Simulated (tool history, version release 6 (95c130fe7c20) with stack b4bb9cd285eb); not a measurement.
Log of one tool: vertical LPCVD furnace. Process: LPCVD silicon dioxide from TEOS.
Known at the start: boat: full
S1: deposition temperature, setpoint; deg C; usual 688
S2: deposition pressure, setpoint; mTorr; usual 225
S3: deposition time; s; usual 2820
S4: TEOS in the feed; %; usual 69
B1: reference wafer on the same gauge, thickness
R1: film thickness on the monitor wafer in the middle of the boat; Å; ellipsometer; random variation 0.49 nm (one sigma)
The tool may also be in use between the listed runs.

| run | day | S1 | S2 | S3 | S4 | B1 | R1 |
|---|---|---|---|---|---|---|---|
| 1 | 0.000 | 680 | 225 | 2820 | 69 | 265.95 | 1859.7 |
| 2 | 1.058 | 688 | 260 | 2820 | 64 | 266.03 | 2353.1 |
| 3 | 1.846 | 688 | 260 | 2820 | 64 | 265.97 | 2349.8 |
| 4 | 3.075 | 688 | 225 | 2820 | 74 | 266.04 | 2348.7 |
| 5 | 3.779 | 688 | 225 | 2820 | 74 | 266.02 | 2354.3 |
| 6 | 4.625 | 688 | 225 | 2820 | 74 | 266.23 | 2342.3 |
| 7 | 5.671 | 694 | 265 | 2820 | 69 | 266.00 | 2831.5 |
| 8 | 7.688 | 694 | 265 | 2820 | 69 | 266.05 | 2830.5 |
| 9 | 8.504 | 694 | 265 | 2820 | 69 | 265.79 | 2832.9 |
| 10 | 9.629 | 688 | 225 | 2820 | 69 | 265.82 | 2263.5 |
|  | 10.058 | gauge calibrated |
|  | 10.925 | TEOS flow controller replaced |
| 11 | 10.946 | 694 | 265 | 2820 | 69 | 265.99 | 2843.3 |
| 12 | 11.796 | 688 | 225 | 2820 | 69 | 266.00 | 2264.9 |
| 13 | 13.179 | 688 | 225 | 3900 | 69 | 266.14 | 3136.6 |
| 14 | 14.204 | 688 | 185 | 2820 | 69 | 265.93 | 2059.6 |
|  | 15.225 | pressure gauge zeroed |
|  | 15.842 | thermocouples replaced and temperature profile calibrated |
| 15 | 15.862 | 688 | 175 | 2820 | 62 | 265.97 | 1896.5 |
| 16 | 16.204 | 688 | 225 | 2820 | 69 | 266.07 | 2272.4 |
| 17 | 17.121 | 688 | 225 | 2820 | 82 | 266.06 | 2465.7 |
| 18 | 17.933 | 677 | 225 | 2820 | 62 | 266.03 | 1648.3 |
| 19 | 19.238 | 688 | 180 | 2820 | 80 | 265.77 | 2176.0 |
| 20 | 19.917 | 691 | 225 | 2820 | 69 | 266.01 | 2437.7 |
| 21 | 20.621 | 681 | 225 | 2820 | 69 | 265.93 | 1916.3 |

Forecast each of these 4 alternatives for the next run:
| A | 20.850 | 688 | 225 | 2820 | 79 | ? | ? |
| B | 20.850 | 679 | 255 | 3210 | 69 | ? | ? |
| C | 20.850 | 683 | 225 | 3900 | 69 | ? | ? |
| D | 20.850 | 688 | 225 | 2820 | 62 | ? | ? |

| run | B1 | R1 |
|---|---|---|
| A | 265.89 | 2424.1 |
| B | 265.89 | 2210.5 |
| C | 265.89 | 2779.2 |
| D | 265.89 | 2147.5 |
Without the tool's hidden state the same runs would have given:
| run | R1 |
|---|---|
| A | 2424.1 |
| B | 2210.5 |
| C | 2779.2 |
| D | 2147.5 |
